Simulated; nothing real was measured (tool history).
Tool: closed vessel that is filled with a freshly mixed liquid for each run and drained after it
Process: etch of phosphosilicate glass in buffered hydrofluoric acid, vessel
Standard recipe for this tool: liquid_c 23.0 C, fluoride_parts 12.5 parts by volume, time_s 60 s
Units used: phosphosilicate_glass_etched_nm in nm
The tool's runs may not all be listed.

run	hour	liquid_c	fluoride_parts	time_s	wafers since the last listed run	hours since the thermometer was replaced	hours since the hydrofluoric acid flow meter was replaced	hours since the gauge calibration	read-back film thickness of the phosphosilicate glass reference wafer, read on the same gauge (nm)	phosphosilicate_glass_etched_nm
1	0.0	23.0	12.5	60	0	157.3	399.8	520.2	29.95	375.23
2	43.4	23.0	12.5	60	3338	200.7	443.2	563.6	29.99	374.08
3	132.7	23.0	12.5	60	6869	290.0	532.5	652.9	30.03	373.76
# hour 154.7: hydrofluoric acid flow meter replaced
4	212.7	23.0	12.5	60	6077	370.0	58.0	732.9	29.97	371.19
5	309.4	23.0	15.0	60	7438	466.7	154.7	829.6	29.98	307.94
6	393.2	23.0	15.0	60	6446	550.5	238.5	913.4	29.97	308.22
# hour 443.6: thermometer replaced
7	469.2	23.0	15.0	60	5769	25.6	314.5	989.4	29.99	301.04
8	506.4	23.0	12.5	60	2861	62.8	351.7	1026.6	30.02	362.09
9	577.1	23.0	12.5	60	5438	133.5	422.4	1097.3	29.99	359.25
# hour 662.7: hydrofluoric acid flow meter replaced
10	745.5	23.0	12.5	60	12877	301.9	82.8	1265.7	30.03	357.37
# hour 774.7: thermometer replaced, repeated, since the last time left the tool worse
11	811.8	23.0	12.5	60	5023	37.1	149.1	1332.0	30.01	375.31
12	878.6	23.0	12.5	60	5138	103.9	215.9	1398.8	29.98	375.50
13	943.2	19.5	16.5	85	4969	168.5	280.5	1463.4	29.99	331.64
14	1026.5	21.5	17.5	70	6407	251.8	363.8	1546.7	29.99	287.12
15	1098.9	27.0	12.5	50	5569	324.2	436.2	1619.1	29.98	385.65
# hour 1173.6: hydrofluoric acid flow meter replaced
16	1174.1	25.0	12.5	60	5707	399.4	0.5	1694.3	30.03	414.24
17	1251.7	24.5	14.0	90	5969	477.0	78.1	1771.9	30.04	537.50
# hour 1301.2: thermometer replaced
18	1312.9	23.0	12.5	60	4630	11.7	139.3	1833.1	29.99	376.34
19	1351.8	23.0	12.5	60	2992	50.6	178.2	1872.0	30.01	375.67
20	1405.3	23.0	12.5	60	4115	104.1	231.7	1925.5	29.95	375.56
21	1473.6	23.0	15.5	60	5253	172.4	300.0	1993.8	30.01	301.20
# hour 1502.1: gauge calibrated
22	1564.0	23.0	12.5	70	6953	262.8	390.4	61.9	30.00	438.61
23	1629.5	23.0	12.5	35	5038	328.3	455.9	127.4	29.96	215.74
# hour 1697.7: hydrofluoric acid flow meter replaced
24	1718.7	18.0	12.5	75	6784	417.5	21.0	216.6	29.99	351.12
# hour 1862.8: thermometer replaced
25	1957.2	27.0	14.5	50	18269	94.4	259.5	455.1	29.98	336.37

Consider 5 possible next runs. They are alternatives, not a sequence: every one starts from the tool as it was left by run 25. What does each give?
A	1957.9	23.0	12.5	60	53	95.1	260.2	455.8	?	?
B	1957.9	19.0	12.5	75	53	95.1	260.2	455.8	?	?
C	1957.9	23.0	14.0	50	53	95.1	260.2	455.8	?	?
D	1957.9	23.0	9.5	60	53	95.1	260.2	455.8	?	?
E	1957.9	21.5	12.5	60	53	95.1	260.2	455.8	?	?

run	read-back film thickness of the phosphosilicate glass reference wafer, read on the same gauge (nm)	phosphosilicate_glass_etched_nm
A	29.96	375.22
B	29.96	375.36
C	29.96	279.81
D	29.96	481.80
E	29.96	345.38
Stripped of hidden state, with their random variation kept, the same runs would have yielded:
run	phosphosilicate_glass_etched_nm
A	377.08
B	377.27
C	281.20
D	484.18
E	347.11

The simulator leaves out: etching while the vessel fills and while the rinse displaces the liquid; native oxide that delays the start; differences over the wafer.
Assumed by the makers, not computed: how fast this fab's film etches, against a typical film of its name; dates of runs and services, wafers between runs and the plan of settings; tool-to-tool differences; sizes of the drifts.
